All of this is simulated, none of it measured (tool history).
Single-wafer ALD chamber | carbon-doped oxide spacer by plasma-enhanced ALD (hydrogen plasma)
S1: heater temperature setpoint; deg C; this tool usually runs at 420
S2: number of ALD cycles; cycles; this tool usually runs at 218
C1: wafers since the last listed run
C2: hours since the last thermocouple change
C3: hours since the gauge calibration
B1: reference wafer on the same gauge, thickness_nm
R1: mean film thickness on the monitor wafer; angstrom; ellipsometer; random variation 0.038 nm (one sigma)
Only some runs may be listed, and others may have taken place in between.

run,hour,S1,S2,C1,C2,C3,B1,R1
1,0.0,420,218,0,2136.8,365.0,8.339,91.20
2,31.7,420,218,59,2168.5,396.7,8.333,91.14
3,63.2,413,195,58,2200.0,428.2,8.315,83.29
4,89.5,413,195,49,2226.3,454.5,8.318,83.15
5,105.3,413,195,29,2242.1,470.3,8.304,83.87
6,129.5,420,218,45,2266.3,494.5,8.299,90.58
7,159.4,420,218,55,2296.2,524.4,8.291,91.53
# hour 164.4: gauge calibrated
8,187.0,420,218,51,2323.8,22.6,8.455,92.83
9,206.2,420,218,35,2343.0,41.8,8.451,92.45
10,233.7,420,218,51,2370.5,69.3,8.450,92.60
11,250.6,420,218,31,2387.4,86.2,8.438,92.47
12,263.1,420,218,23,2399.9,98.7,8.425,92.38
13,295.8,420,218,60,2432.6,131.4,8.424,92.43
14,325.6,420,218,55,2462.4,161.2,8.413,92.96
15,341.6,420,218,29,2478.4,177.2,8.407,91.90
16,353.9,420,218,22,2490.7,189.5,8.397,91.93
17,388.1,420,218,63,2524.9,223.7,8.385,91.72
18,406.9,407,218,35,2543.7,242.5,8.385,96.35
19,436.9,420,218,55,2573.7,272.5,8.373,91.88
20,459.4,407,260,41,2596.2,295.0,8.369,113.44
21,474.2,429,250,27,2611.0,309.8,8.364,102.11
22,509.5,426,252,65,2646.3,345.1,8.359,103.43
23,525.4,409,249,29,2662.2,361.0,8.345,107.83
24,539.7,432,203,26,2676.5,375.3,8.336,81.18
# hour 574.0: thermocouple changed; heater temperature recalibrated
25,646.6,420,218,184,72.6,482.2,8.305,91.71
26,660.0,420,218,24,86.0,495.6,8.299,91.01
# hour 674.8: gauge calibrated
27,683.8,420,218,44,109.8,9.0,8.470,93.14
28,714.4,420,218,57,140.4,39.6,8.467,93.06
29,741.7,433,261,50,167.7,66.9,8.448,105.49
30,760.2,420,234,34,186.2,85.4,8.446,98.68
31,795.4,407,260,65,221.4,120.6,8.423,115.33
32,828.0,434,185,60,254.0,153.2,8.417,74.36
33,849.3,420,257,39,275.3,174.5,8.420,109.18
34,884.6,420,245,65,310.6,209.8,8.405,102.87

4 options for the next run, each taken on its own from the tool as it stands now. Forecast them:
A,885.3,420,230,1,311.3,210.5,?,?
B,885.3,408,192,1,311.3,210.5,?,?
C,885.3,425,218,1,311.3,210.5,?,?
D,885.3,426,199,1,311.3,210.5,?,?

run,B1,R1
A,8.406,97.13
B,8.406,84.62
C,8.406,90.39
D,8.406,82.20
Stripped of hidden state, with their random variation kept, the same runs would have yielded:
run,R1
A,98.01
B,85.39
C,91.21
D,82.95
